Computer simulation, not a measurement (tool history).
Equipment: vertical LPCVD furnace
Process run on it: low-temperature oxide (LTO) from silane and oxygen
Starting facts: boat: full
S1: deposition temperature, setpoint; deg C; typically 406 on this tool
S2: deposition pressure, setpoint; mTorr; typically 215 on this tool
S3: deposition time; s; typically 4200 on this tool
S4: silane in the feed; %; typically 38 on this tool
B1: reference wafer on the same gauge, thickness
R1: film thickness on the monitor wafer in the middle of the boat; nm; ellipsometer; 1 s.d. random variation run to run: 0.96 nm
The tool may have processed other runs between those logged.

Run 1, hour 0.0: usual settings but S2 255 mTorr; B1 603.96. Result: R1 761.64 nm.
Run 2, hour 18.5: usual settings but S2 255 mTorr; B1 604.05. Result: R1 761.71 nm.
Run 3, hour 28.5: usual settings but S2 255 mTorr; B1 604.01. Result: R1 760.56 nm.
Run 4, hour 36.3: usual settings but S2 175 mTorr, S4 35 %; B1 603.84. Result: R1 468.82 nm.
Run 5, hour 44.4: usual settings but S2 175 mTorr, S4 35 %; B1 603.84. Result: R1 469.78 nm.
Run 6, hour 51.7: usual settings but S3 2970 s, S4 32 %; B1 604.19. Result: R1 361.65 nm.
Run 7, hour 71.9: usual settings but S3 2970 s, S4 32 %; B1 603.96. Result: R1 361.53 nm.
Run 8, hour 90.7: usual settings; B1 604.00. Result: R1 640.58 nm.
At hour 118.3: pressure gauge zeroed.
Run 9, hour 118.8: usual settings but S2 235 mTorr, S4 40 %; B1 604.05. Result: R1 745.55 nm.
At hour 123.8: gauge calibrated.
Run 10, hour 125.8: usual settings but S3 3030 s; B1 604.32. Result: R1 462.43 nm.
At hour 162.4: thermocouples replaced and temperature profile calibrated.
At hour 185.6: silane flow controller replaced.
Run 11, hour 186.1: usual settings but S2 265 mTorr; B1 603.86. Result: R1 790.62 nm.

Run 12, settings as shown, results not yet in. Your forecast:
Run 12, hour 190.9: usual settings but S1 410 deg C, S2 180 mTorr, S3 5460 s, S4 34 %; B1 ?. Result: R1 ?.

Run 12 gave B1 604.45, R1 631.77 nm.
With the hidden condition absent and the run-to-run variation left alone, this run would have shown R1 631.77 nm.

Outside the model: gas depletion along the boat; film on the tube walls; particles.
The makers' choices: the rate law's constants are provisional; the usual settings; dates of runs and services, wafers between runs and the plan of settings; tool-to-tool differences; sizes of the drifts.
